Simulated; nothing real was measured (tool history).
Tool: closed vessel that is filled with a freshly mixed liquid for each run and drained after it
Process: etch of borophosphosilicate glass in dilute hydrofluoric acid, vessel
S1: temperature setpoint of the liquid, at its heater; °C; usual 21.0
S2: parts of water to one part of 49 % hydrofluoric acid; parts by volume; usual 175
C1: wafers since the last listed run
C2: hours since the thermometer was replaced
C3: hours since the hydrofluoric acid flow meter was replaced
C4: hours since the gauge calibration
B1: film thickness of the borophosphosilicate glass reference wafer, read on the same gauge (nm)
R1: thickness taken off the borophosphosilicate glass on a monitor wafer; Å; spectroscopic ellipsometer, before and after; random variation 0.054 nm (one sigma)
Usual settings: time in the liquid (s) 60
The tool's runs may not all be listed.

{"run": 1, "hour": 0.0, "S1": 21.0, "S2": 175, "time in the liquid (s)": 60, "C1": 0, "C2": 533.8, "C3": 468.6, "C4": 1056.4, "B1": 79.98, "R1": 183.4}
{"run": 2, "hour": 78.0, "S1": 21.0, "S2": 175, "time in the liquid (s)": 60, "C1": 7170, "C2": 611.8, "C3": 546.6, "C4": 1134.4, "B1": 80.0, "R1": 183.5}
{"run": 3, "hour": 131.8, "S1": 21.0, "S2": 175, "time in the liquid (s)": 60, "C1": 4945, "C2": 665.6, "C3": 600.4, "C4": 1188.2, "B1": 80.01, "R1": 184.0}
{"run": 4, "hour": 181.4, "S1": 21.0, "S2": 175, "time in the liquid (s)": 60, "C1": 4559, "C2": 715.2, "C3": 650.0, "C4": 1237.8, "B1": 80.0, "R1": 183.6}
{"run": 5, "hour": 269.3, "S1": 21.0, "S2": 175, "time in the liquid (s)": 60, "C1": 8080, "C2": 803.1, "C3": 737.9, "C4": 1325.7, "B1": 80.02, "R1": 184.2}
{"run": 6, "hour": 364.7, "S1": 21.0, "S2": 175, "time in the liquid (s)": 60, "C1": 8769, "C2": 898.5, "C3": 833.3, "C4": 1421.1, "B1": 80.0, "R1": 184.1}
{"run": 7, "hour": 444.6, "S1": 21.0, "S2": 175, "time in the liquid (s)": 60, "C1": 7344, "C2": 978.4, "C3": 913.2, "C4": 1501.0, "B1": 80.01, "R1": 184.6}
{"run": 8, "hour": 548.9, "S1": 21.0, "S2": 175, "time in the liquid (s)": 60, "C1": 9587, "C2": 1082.7, "C3": 1017.5, "C4": 1605.3, "B1": 80.03, "R1": 184.6}
{"run": 9, "hour": 623.1, "S1": 21.0, "S2": 175, "time in the liquid (s)": 60, "C1": 6820, "C2": 1156.9, "C3": 1091.7, "C4": 1679.5, "B1": 79.99, "R1": 185.0}
{"run": 10, "hour": 699.7, "S1": 21.0, "S2": 175, "time in the liquid (s)": 60, "C1": 7041, "C2": 1233.5, "C3": 1168.3, "C4": 1756.1, "B1": 79.99, "R1": 185.5}
{"run": 11, "hour": 758.4, "S1": 21.0, "S2": 135, "time in the liquid (s)": 60, "C1": 5395, "C2": 1292.2, "C3": 1227.0, "C4": 1814.8, "B1": 79.98, "R1": 250.2}
{"run": 12, "hour": 863.9, "S1": 21.0, "S2": 135, "time in the liquid (s)": 60, "C1": 9697, "C2": 1397.7, "C3": 1332.5, "C4": 1920.3, "B1": 80.0, "R1": 251.9}
{"run": 13, "hour": 967.0, "S1": 21.0, "S2": 135, "time in the liquid (s)": 60, "C1": 9477, "C2": 1500.8, "C3": 1435.6, "C4": 2023.4, "B1": 79.99, "R1": 253.1}
{"hour": 1048.4, "done": "hydrofluoric acid flow meter replaced"}
{"run": 14, "hour": 1053.2, "S1": 21.0, "S2": 175, "time in the liquid (s)": 60, "C1": 7831, "C2": 1587.0, "C3": 4.8, "C4": 2109.6, "B1": 80.01, "R1": 181.6}
{"run": 15, "hour": 1136.0, "S1": 21.0, "S2": 175, "time in the liquid (s)": 60, "C1": 7611, "C2": 1669.8, "C3": 87.6, "C4": 2192.4, "B1": 79.99, "R1": 181.9}
{"hour": 1182.2, "done": "thermometer replaced"}
{"run": 16, "hour": 1258.7, "S1": 21.0, "S2": 120, "time in the liquid (s)": 50, "C1": 11187, "C2": 76.5, "C3": 210.3, "C4": 2315.1, "B1": 79.99, "R1": 235.1}
{"run": 17, "hour": 1349.5, "S1": 21.0, "S2": 175, "time in the liquid (s)": 60, "C1": 8346, "C2": 167.3, "C3": 301.1, "C4": 2405.9, "B1": 80.01, "R1": 183.3}
{"run": 18, "hour": 1412.7, "S1": 17.0, "S2": 110, "time in the liquid (s)": 30, "C1": 5809, "C2": 230.5, "C3": 364.3, "C4": 2469.1, "B1": 80.02, "R1": 132.2}
{"run": 19, "hour": 1482.4, "S1": 21.0, "S2": 240, "time in the liquid (s)": 60, "C1": 6407, "C2": 300.2, "C3": 434.0, "C4": 2538.8, "B1": 79.99, "R1": 124.8}
{"hour": 1539.2, "done": "gauge calibrated"}
{"run": 20, "hour": 1637.7, "S1": 21.0, "S2": 210, "time in the liquid (s)": 60, "C1": 14275, "C2": 455.5, "C3": 589.3, "C4": 98.5, "B1": 80.0, "R1": 147.6}
{"run": 21, "hour": 1701.3, "S1": 22.5, "S2": 175, "time in the liquid (s)": 30, "C1": 5846, "C2": 519.1, "C3": 652.9, "C4": 162.1, "B1": 79.98, "R1": 97.5}
{"run": 22, "hour": 1778.2, "S1": 21.0, "S2": 125, "time in the liquid (s)": 60, "C1": 7068, "C2": 596.0, "C3": 729.8, "C4": 239.0, "B1": 80.0, "R1": 271.7}
{"run": 23, "hour": 1839.9, "S1": 21.0, "S2": 175, "time in the liquid (s)": 60, "C1": 5671, "C2": 657.7, "C3": 791.5, "C4": 300.7, "B1": 80.0, "R1": 185.3}
{"run": 24, "hour": 1945.1, "S1": 21.0, "S2": 245, "time in the liquid (s)": 60, "C1": 9670, "C2": 762.9, "C3": 896.7, "C4": 405.9, "B1": 80.0, "R1": 123.9}
{"run": 25, "hour": 2008.6, "S1": 21.0, "S2": 175, "time in the liquid (s)": 80, "C1": 5837, "C2": 826.4, "C3": 960.2, "C4": 469.4, "B1": 80.0, "R1": 246.3}
{"run": 26, "hour": 2196.3, "S1": 23.0, "S2": 175, "time in the liquid (s)": 60, "C1": 17254, "C2": 1014.1, "C3": 1147.9, "C4": 657.1, "B1": 79.98, "R1": 201.8}
{"run": 27, "hour": 2247.4, "S1": 21.0, "S2": 125, "time in the liquid (s)": 60, "C1": 4697, "C2": 1065.2, "C3": 1199.0, "C4": 708.2, "B1": 79.99, "R1": 275.8}
{"run": 28, "hour": 2285.3, "S1": 24.5, "S2": 110, "time in the liquid (s)": 90, "C1": 3483, "C2": 1103.1, "C3": 1236.9, "C4": 746.1, "B1": 79.99, "R1": 550.4}
{"run": 29, "hour": 2386.5, "S1": 23.0, "S2": 175, "time in the liquid (s)": 60, "C1": 9302, "C2": 1204.3, "C3": 1338.1, "C4": 847.3, "B1": 79.99, "R1": 202.0}
{"run": 30, "hour": 2483.4, "S1": 21.0, "S2": 175, "time in the liquid (s)": 60, "C1": 8907, "C2": 1301.2, "C3": 1435.0, "C4": 944.2, "B1": 80.0, "R1": 187.0}
{"run": 31, "hour": 2548.5, "S1": 21.0, "S2": 175, "time in the liquid (s)": 60, "C1": 5984, "C2": 1366.3, "C3": 1500.1, "C4": 1009.3, "B1": 80.02, "R1": 187.2}

Hidden state or all else? Some run-to-run changes of R1, split into what the settings, what came in and random variation would give without the hidden state, and what is left for the hidden state (with any gauge scatter that isn't in both results):
The hidden state here: liquid hotter than its thermometer reads (K); hydrofluoric acid flow above the setpoint (%); gauge reads high (%).
Run 13 -> 14: S2 135 -> 175, hydrofluoric acid flow meter replaced. R1 -71.5 Å: hidden state -8.1, all else -63.4.
Run 21 -> 22: S1 22.5 -> 21.0, S2 175 -> 125, time in the liquid (s) 30 -> 60. R1 +174.2 Å: hidden state +4.0, all else +170.2.
Run 27 -> 28: S1 21.0 -> 24.5, S2 125 -> 110, time in the liquid (s) 60 -> 90. R1 +274.6 Å: hidden state +9.4, all else +265.2.
Run 28 -> 29: S1 24.5 -> 23.0, S2 110 -> 175, time in the liquid (s) 90 -> 60. R1 -348.4 Å: hidden state -10.9, all else -337.5.

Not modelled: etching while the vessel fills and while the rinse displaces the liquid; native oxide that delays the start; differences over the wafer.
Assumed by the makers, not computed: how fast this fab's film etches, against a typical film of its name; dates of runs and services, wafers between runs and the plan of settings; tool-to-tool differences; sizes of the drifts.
